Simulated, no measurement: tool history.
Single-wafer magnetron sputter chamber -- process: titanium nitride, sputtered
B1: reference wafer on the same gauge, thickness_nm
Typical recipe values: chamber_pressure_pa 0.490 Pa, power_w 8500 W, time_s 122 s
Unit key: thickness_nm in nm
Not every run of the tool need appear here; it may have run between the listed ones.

run 1 hour=0.0 | chamber_pressure_pa=0.490 power_w=8500 time_s=122 | B1=197.982 | thickness_nm=186.215
run 2 hour=58.3 | chamber_pressure_pa=0.490 power_w=8500 time_s=122 | B1=197.898 | thickness_nm=184.275
run 3 hour=124.7 | chamber_pressure_pa=0.490 power_w=8500 time_s=122 | B1=198.176 | thickness_nm=185.186
run 4 hour=162.7 | chamber_pressure_pa=0.490 power_w=8500 time_s=122 | B1=197.936 | thickness_nm=184.552
run 5 hour=207.7 | chamber_pressure_pa=0.490 power_w=8500 time_s=122 | B1=198.035 | thickness_nm=184.811
run 6 hour=238.7 | chamber_pressure_pa=0.490 power_w=8500 time_s=122 | B1=198.408 | thickness_nm=183.967
run 7 hour=297.4 | chamber_pressure_pa=0.490 power_w=8500 time_s=122 | B1=197.737 | thickness_nm=184.783
-- hour=346.2 capacitance manometer re-zeroed and calibrated
-- hour=374.3 magnet pack replaced
run 8 hour=374.8 | chamber_pressure_pa=0.490 power_w=8500 time_s=122 | B1=198.382 | thickness_nm=183.955
run 9 hour=403.9 | chamber_pressure_pa=0.490 power_w=8500 time_s=122 | B1=197.843 | thickness_nm=183.456
run 10 hour=452.8 | chamber_pressure_pa=0.490 power_w=8500 time_s=122 | B1=198.181 | thickness_nm=183.439
run 11 hour=510.4 | chamber_pressure_pa=0.490 power_w=8500 time_s=122 | B1=197.708 | thickness_nm=184.316
-- hour=562.3 gauge calibrated
run 12 hour=564.4 | chamber_pressure_pa=0.557 power_w=7250 time_s=122 | B1=198.000 | thickness_nm=151.085
-- hour=621.1 sputter target and shields replaced
run 13 hour=701.5 | chamber_pressure_pa=0.684 power_w=8500 time_s=122 | B1=198.017 | thickness_nm=170.248
run 14 hour=740.9 | chamber_pressure_pa=0.567 power_w=9950 time_s=122 | B1=197.978 | thickness_nm=209.722
run 15 hour=900.6 | chamber_pressure_pa=0.490 power_w=7750 time_s=103 | B1=198.046 | thickness_nm=142.574
run 16 hour=938.3 | chamber_pressure_pa=0.640 power_w=10300 time_s=98 | B1=198.142 | thickness_nm=167.763
run 17 hour=971.7 | chamber_pressure_pa=0.490 power_w=9750 time_s=122 | B1=197.798 | thickness_nm=211.554
run 18 hour=1015.4 | chamber_pressure_pa=0.490 power_w=8500 time_s=122 | B1=198.115 | thickness_nm=185.025

State the hidden condition of the tool at each of the runs:
true argon pressure above the setpoint (%): 0 across all the runs
gauge reads high (%): 0 across all the runs
H1: deposition rate above that of a new target (%)
run=1 H1=-0.607
run=2 H1=-0.723
run=3 H1=-0.855
run=4 H1=-0.931
run=5 H1=-1.02
run=6 H1=-1.08
run=7 H1=-1.2
run=8 H1=-1.35
run=9 H1=-1.41
run=10 H1=-1.51
run=11 H1=-1.62
run=12 H1=-1.73
run=13 H1=-0.306
run=14 H1=-0.385
run=15 H1=-0.703
run=16 H1=-0.778
run=17 H1=-0.844
run=18 H1=-0.932
